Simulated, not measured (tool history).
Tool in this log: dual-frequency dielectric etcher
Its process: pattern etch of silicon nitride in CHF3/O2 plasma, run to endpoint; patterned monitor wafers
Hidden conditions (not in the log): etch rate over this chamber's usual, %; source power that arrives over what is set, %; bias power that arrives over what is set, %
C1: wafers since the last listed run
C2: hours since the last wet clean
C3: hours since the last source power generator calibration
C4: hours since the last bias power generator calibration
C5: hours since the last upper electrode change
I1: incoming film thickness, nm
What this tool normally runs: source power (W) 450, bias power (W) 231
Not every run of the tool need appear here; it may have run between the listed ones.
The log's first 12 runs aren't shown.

run 13 day=15.333 | source_power_(W)=540 bias_power_(W)=231 | C1=173 C2=297.8 C3=4229.8 C4=28.6 C5=15.9 | I1=91.7 | endpoint_time_(s)=58.5
run 14 day=16.267 | source_power_(W)=450 bias_power_(W)=231 | C1=252 C2=320.2 C3=4252.2 C4=51 C5=38.3 | I1=91.5 | endpoint_time_(s)=63
-- day=17.067 source power generator calibrated
-- day=17.454 wet clean of the chamber
run 15 day=17.475 | source_power_(W)=510 bias_power_(W)=271 | C1=176 C2=0.5 C3=9.8 C4=80 C5=67.3 | I1=91.6 | endpoint_time_(s)=54.3
run 16 day=18.4 | source_power_(W)=450 bias_power_(W)=231 | C1=250 C2=22.7 C3=32 C4=102.2 C5=89.5 | I1=91 | endpoint_time_(s)=59.1
run 17 day=19.312 | source_power_(W)=450 bias_power_(W)=231 | C1=246 C2=44.6 C3=53.9 C4=124.1 C5=111.4 | I1=91.3 | endpoint_time_(s)=59.6
run 18 day=20.288 | source_power_(W)=450 bias_power_(W)=276 | C1=263 C2=68 C3=77.3 C4=147.5 C5=134.8 | I1=92.6 | endpoint_time_(s)=57.9
run 19 day=21.471 | source_power_(W)=380 bias_power_(W)=184 | C1=320 C2=96.4 C3=105.7 C4=175.9 C5=163.2 | I1=91.8 | endpoint_time_(s)=69.6
run 20 day=22.062 | source_power_(W)=450 bias_power_(W)=231 | C1=160 C2=110.6 C3=119.9 C4=190.1 C5=177.4 | I1=92.1 | endpoint_time_(s)=61.3
run 21 day=22.85 | source_power_(W)=490 bias_power_(W)=196 | C1=213 C2=129.5 C3=138.8 C4=209 C5=196.3 | I1=91.3 | endpoint_time_(s)=62.1
run 22 day=24.179 | source_power_(W)=560 bias_power_(W)=261 | C1=359 C2=161.4 C3=170.7 C4=240.9 C5=228.2 | I1=91.8 | endpoint_time_(s)=54.3
run 23 day=24.917 | source_power_(W)=370 bias_power_(W)=259 | C1=199 C2=179.1 C3=188.4 C4=258.6 C5=245.9 | I1=91.8 | endpoint_time_(s)=64.2
run 24 day=26.058 | source_power_(W)=350 bias_power_(W)=288 | C1=308 C2=206.5 C3=215.8 C4=286 C5=273.3 | I1=92.4 | endpoint_time_(s)=63.6
run 25 day=26.662 | source_power_(W)=550 bias_power_(W)=231 | C1=163 C2=221 C3=230.3 C4=300.5 C5=287.8 | I1=92.2 | endpoint_time_(s)=57.3
run 26 day=27.196 | source_power_(W)=340 bias_power_(W)=231 | C1=144 C2=233.8 C3=243.1 C4=313.3 C5=300.6 | I1=91.5 | endpoint_time_(s)=69.2
run 27 day=27.783 | source_power_(W)=350 bias_power_(W)=271 | C1=158 C2=247.9 C3=257.2 C4=327.4 C5=314.7 | I1=91.8 | endpoint_time_(s)=64.4
run 28 day=29.088 | source_power_(W)=360 bias_power_(W)=231 | C1=352 C2=279.2 C3=288.5 C4=358.7 C5=346 | I1=92.6 | endpoint_time_(s)=68.8
-- day=30.788 wet clean of the chamber
run 29 day=30.808 | source_power_(W)=450 bias_power_(W)=231 | C1=195 C2=0.5 C3=329.8 C4=400 C5=387.3 | I1=91.8 | endpoint_time_(s)=59.7
run 30 day=31.104 | source_power_(W)=540 bias_power_(W)=207 | C1=80 C2=7.6 C3=336.9 C4=407.1 C5=394.4 | I1=91.9 | endpoint_time_(s)=57.3
run 31 day=31.729 | source_power_(W)=350 bias_power_(W)=231 | C1=169 C2=22.6 C3=351.9 C4=422.1 C5=409.4 | I1=90.9 | endpoint_time_(s)=64.9
run 32 day=33 | source_power_(W)=450 bias_power_(W)=202 | C1=343 C2=53.1 C3=382.4 C4=452.6 C5=439.9 | I1=92.2 | endpoint_time_(s)=62.9
run 33 day=34.458 | source_power_(W)=560 bias_power_(W)=287 | C1=394 C2=88.1 C3=417.4 C4=487.6 C5=474.9 | I1=92.2 | endpoint_time_(s)=52.1
run 34 day=35.362 | source_power_(W)=490 bias_power_(W)=231 | C1=244 C2=109.8 C3=439.1 C4=509.3 C5=496.6 | I1=91.5 | endpoint_time_(s)=58.4
run 35 day=36 | source_power_(W)=450 bias_power_(W)=197 | C1=172 C2=125.1 C3=454.4 C4=524.6 C5=511.9 | I1=93.3 | endpoint_time_(s)=63.7
run 36 day=36.596 | source_power_(W)=350 bias_power_(W)=249 | C1=161 C2=139.4 C3=468.7 C4=538.9 C5=526.2 | I1=92.1 | endpoint_time_(s)=66.3

What if the next run were any one of these 3? Each begins from the tool's condition after run 36:
run A day=36.612 | source_power_(W)=450 bias_power_(W)=231 | C1=4 C2=139.8 C3=469.1 C4=539.3 C5=526.6 | I1=90.8 | endpoint_time_(s)=?
run B day=36.612 | source_power_(W)=410 bias_power_(W)=231 | C1=4 C2=139.8 C3=469.1 C4=539.3 C5=526.6 | I1=90.8 | endpoint_time_(s)=?
run C day=36.612 | source_power_(W)=450 bias_power_(W)=184 | C1=4 C2=139.8 C3=469.1 C4=539.3 C5=526.6 | I1=90.8 | endpoint_time_(s)=?

run=A endpoint_time_(s)=60
run=B endpoint_time_(s)=62.1
run=C endpoint_time_(s)=64.1
With no hidden state in the tool, these same runs would have given:
run=A endpoint_time_(s)=58.8
run=B endpoint_time_(s)=60.9
run=C endpoint_time_(s)=62.8
